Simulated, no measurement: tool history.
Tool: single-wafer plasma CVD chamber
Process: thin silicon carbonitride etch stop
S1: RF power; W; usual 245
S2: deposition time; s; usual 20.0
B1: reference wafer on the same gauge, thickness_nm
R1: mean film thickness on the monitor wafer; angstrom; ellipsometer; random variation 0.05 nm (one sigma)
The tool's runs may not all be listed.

| run | day | S1 | S2 | B1 | R1 |
|---|---|---|---|---|---|
| 1 | 0.000 | 245 | 17.4 | 11.904 | 108.39 |
| 2 | 0.392 | 245 | 20.0 | 11.901 | 125.64 |
| 3 | 0.717 | 245 | 21.6 | 11.896 | 135.53 |
| 4 | 1.083 | 245 | 21.6 | 11.894 | 136.56 |
| 5 | 1.467 | 245 | 20.0 | 11.903 | 126.03 |
| 6 | 2.146 | 245 | 20.0 | 11.906 | 126.18 |
| 7 | 2.638 | 245 | 20.0 | 11.895 | 126.25 |
| 8 | 3.129 | 245 | 20.0 | 11.896 | 126.36 |
| 9 | 3.725 | 245 | 20.0 | 11.899 | 126.32 |
| 10 | 4.375 | 245 | 21.3 | 11.911 | 134.63 |
| 11 | 4.958 | 245 | 21.3 | 11.898 | 134.16 |
| 12 | 5.633 | 245 | 20.0 | 11.893 | 124.69 |
| 13 | 6.225 | 245 | 20.0 | 11.894 | 125.03 |
| 14 | 6.892 | 220 | 18.6 | 11.916 | 114.78 |
|  | 7.533 | showerhead replaced |
| 15 | 7.596 | 220 | 18.6 | 11.903 | 114.85 |
|  | 8.350 | RF generator calibrated |
| 16 | 8.371 | 255 | 20.0 | 11.903 | 127.01 |

Forecast run 17:
| 17 | 8.646 | 245 | 17.1 | ? | ? |

B1: 11.893
R1: 106.85 angstrom
Without the tool's hidden state the same run would have given R1 106.85 angstrom.
